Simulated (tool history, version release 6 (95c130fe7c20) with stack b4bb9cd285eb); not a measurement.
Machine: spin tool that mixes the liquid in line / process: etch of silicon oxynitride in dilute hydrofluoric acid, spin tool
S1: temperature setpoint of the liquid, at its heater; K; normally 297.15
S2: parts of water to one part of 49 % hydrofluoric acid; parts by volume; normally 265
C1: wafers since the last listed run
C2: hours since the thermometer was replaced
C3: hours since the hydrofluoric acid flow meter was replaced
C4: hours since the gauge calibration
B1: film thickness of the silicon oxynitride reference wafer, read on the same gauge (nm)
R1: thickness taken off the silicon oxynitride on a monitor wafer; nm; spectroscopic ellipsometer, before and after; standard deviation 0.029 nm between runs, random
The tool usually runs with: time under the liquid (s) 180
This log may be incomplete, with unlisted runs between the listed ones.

{"run": 1, "hour": 0.0, "S1": 297.15, "S2": 265, "time under the liquid (s)": 180, "C1": 0, "C2": 702.1, "C3": 2444.1, "C4": 140.4, "B1": 30.035, "R1": 0.896}
{"run": 2, "hour": 6.7, "S1": 297.15, "S2": 265, "time under the liquid (s)": 180, "C1": 31, "C2": 708.8, "C3": 2450.8, "C4": 147.1, "B1": 29.984, "R1": 0.864}
{"run": 3, "hour": 21.6, "S1": 297.15, "S2": 265, "time under the liquid (s)": 180, "C1": 70, "C2": 723.7, "C3": 2465.7, "C4": 162.0, "B1": 29.995, "R1": 0.893}
{"run": 4, "hour": 34.9, "S1": 297.15, "S2": 265, "time under the liquid (s)": 180, "C1": 62, "C2": 737.0, "C3": 2479.0, "C4": 175.3, "B1": 30.052, "R1": 0.879}
{"run": 5, "hour": 51.7, "S1": 297.15, "S2": 265, "time under the liquid (s)": 180, "C1": 79, "C2": 753.8, "C3": 2495.8, "C4": 192.1, "B1": 30.011, "R1": 0.878}
{"hour": 65.0, "done": "gauge calibrated"}
{"run": 6, "hour": 66.2, "S1": 297.15, "S2": 265, "time under the liquid (s)": 180, "C1": 68, "C2": 768.3, "C3": 2510.3, "C4": 1.2, "B1": 30.024, "R1": 0.882}
{"run": 7, "hour": 74.3, "S1": 297.15, "S2": 265, "time under the liquid (s)": 180, "C1": 38, "C2": 776.4, "C3": 2518.4, "C4": 9.3, "B1": 29.981, "R1": 0.839}
{"run": 8, "hour": 88.7, "S1": 297.15, "S2": 265, "time under the liquid (s)": 180, "C1": 67, "C2": 790.8, "C3": 2532.8, "C4": 23.7, "B1": 29.994, "R1": 0.847}
{"run": 9, "hour": 102.7, "S1": 297.15, "S2": 265, "time under the liquid (s)": 180, "C1": 65, "C2": 804.8, "C3": 2546.8, "C4": 37.7, "B1": 29.966, "R1": 0.902}
{"run": 10, "hour": 111.9, "S1": 297.15, "S2": 265, "time under the liquid (s)": 180, "C1": 43, "C2": 814.0, "C3": 2556.0, "C4": 46.9, "B1": 30.01, "R1": 0.88}
{"run": 11, "hour": 118.6, "S1": 295.65, "S2": 200, "time under the liquid (s)": 110, "C1": 31, "C2": 820.7, "C3": 2562.7, "C4": 53.6, "B1": 30.008, "R1": 0.715}
{"run": 12, "hour": 132.2, "S1": 295.15, "S2": 265, "time under the liquid (s)": 255, "C1": 63, "C2": 834.3, "C3": 2576.3, "C4": 67.2, "B1": 29.958, "R1": 1.112}
{"hour": 135.9, "done": "thermometer replaced"}
{"hour": 141.6, "done": "hydrofluoric acid flow meter replaced"}
{"run": 13, "hour": 149.1, "S1": 300.65, "S2": 155, "time under the liquid (s)": 75, "C1": 70, "C2": 13.2, "C3": 7.5, "C4": 84.1, "B1": 30.013, "R1": 0.803}
{"run": 14, "hour": 159.8, "S1": 297.15, "S2": 265, "time under the liquid (s)": 180, "C1": 50, "C2": 23.9, "C3": 18.2, "C4": 94.8, "B1": 30.019, "R1": 0.799}
{"run": 15, "hour": 173.9, "S1": 293.65, "S2": 380, "time under the liquid (s)": 215, "C1": 66, "C2": 38.0, "C3": 32.3, "C4": 108.9, "B1": 30.013, "R1": 0.573}
{"run": 16, "hour": 188.5, "S1": 297.15, "S2": 265, "time under the liquid (s)": 180, "C1": 68, "C2": 52.6, "C3": 46.9, "C4": 123.5, "B1": 30.005, "R1": 0.926}
{"run": 17, "hour": 195.4, "S1": 297.15, "S2": 315, "time under the liquid (s)": 140, "C1": 32, "C2": 59.5, "C3": 53.8, "C4": 130.4, "B1": 29.999, "R1": 0.558}
{"run": 18, "hour": 212.3, "S1": 297.15, "S2": 265, "time under the liquid (s)": 270, "C1": 79, "C2": 76.4, "C3": 70.7, "C4": 147.3, "B1": 30.03, "R1": 1.382}

Alternative continuations, all from the tool just after run 18; predict every row:
{"run": "A", "hour": 212.8, "S1": 297.15, "S2": 350, "time under the liquid (s)": 180, "C1": 2, "C2": 76.9, "C3": 71.2, "C4": 147.8, "B1": "?", "R1": "?"}
{"run": "B", "hour": 212.8, "S1": 300.65, "S2": 350, "time under the liquid (s)": 180, "C1": 2, "C2": 76.9, "C3": 71.2, "C4": 147.8, "B1": "?", "R1": "?"}
{"run": "C", "hour": 212.8, "S1": 301.65, "S2": 140, "time under the liquid (s)": 180, "C1": 2, "C2": 76.9, "C3": 71.2, "C4": 147.8, "B1": "?", "R1": "?"}
{"run": "D", "hour": 212.8, "S1": 294.15, "S2": 185, "time under the liquid (s)": 240, "C1": 2, "C2": 76.9, "C3": 71.2, "C4": 147.8, "B1": "?", "R1": "?"}

run=A B1=29.959 R1=0.619
run=B B1=29.959 R1=0.714
run=C B1=29.959 R1=2.207
run=D B1=29.959 R1=1.530
Without the tool's hidden state the same runs would have given:
run=A R1=0.619
run=B R1=0.714
run=C R1=2.207
run=D R1=1.530

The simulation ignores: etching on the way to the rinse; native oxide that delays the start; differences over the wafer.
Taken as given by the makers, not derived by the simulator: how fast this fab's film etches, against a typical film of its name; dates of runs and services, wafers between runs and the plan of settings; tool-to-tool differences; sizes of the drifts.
